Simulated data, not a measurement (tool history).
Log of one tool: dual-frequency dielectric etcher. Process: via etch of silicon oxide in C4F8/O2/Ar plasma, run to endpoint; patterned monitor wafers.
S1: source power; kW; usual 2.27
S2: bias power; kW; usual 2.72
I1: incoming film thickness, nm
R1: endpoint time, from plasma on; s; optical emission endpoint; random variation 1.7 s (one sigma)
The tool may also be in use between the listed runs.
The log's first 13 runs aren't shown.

run     day    S1     S2      I1     R1
 14  31.875  2.27   2.72  1109.8  195.1
 15  34.058  2.27  2.506  1111.8  198.6
 16  35.921  2.27  2.506  1105.7  203.4
 17  37.592  2.44  2.473  1105.6  196.3
 18  39.742  2.27   2.72  1102.8  195.7
 19  42.279  2.27   2.72  1103.2  197.6
     43.254  -- bias power generator calibrated
 20  44.488  2.27  3.296  1104.4  185.8
 21  45.508  2.59  2.225  1093.8  200.5
 22  48.233  2.27   2.72  1095.5  199.5
 23  52.342  2.72  3.102  1107.5  181.1
     56.554  -- wet clean of the chamber
 24  61.242  2.65  3.016  1105.6  178.8
 25  63.104  2.03  2.053    1097  224.5
 26  64.717  2.27   2.72  1106.6  203.1
 27    67.3  2.27  3.196  1102.9  191.9
 28    69.9  2.27   2.72    1100    200
 29  71.583  2.27   2.72  1113.7  205.5
 30  74.279   1.9  3.222  1088.1  204.1
 31  76.404  1.88  3.311    1099  207.1
 32  77.617  1.73  2.093  1099.8    248
 33  79.596  2.12  2.295  1095.9  225.1

4 ways to go on from here, each from the tool as it stands after run 33. What would each give?
  A  79.617  2.27   2.72  1094.5   ?
  B  79.617  2.45   2.72  1094.5   ?
  C  79.617  2.74  3.038  1094.5   ?
  D  79.617  2.27  3.077  1094.5   ?

run     R1
  A  203.6
  B  197.6
  C  182.6
  D  195.7
Without the tool's hidden state the same runs would have given:
run     R1
  A  192.1
  B  186.5
  C  172.3
  D  184.6
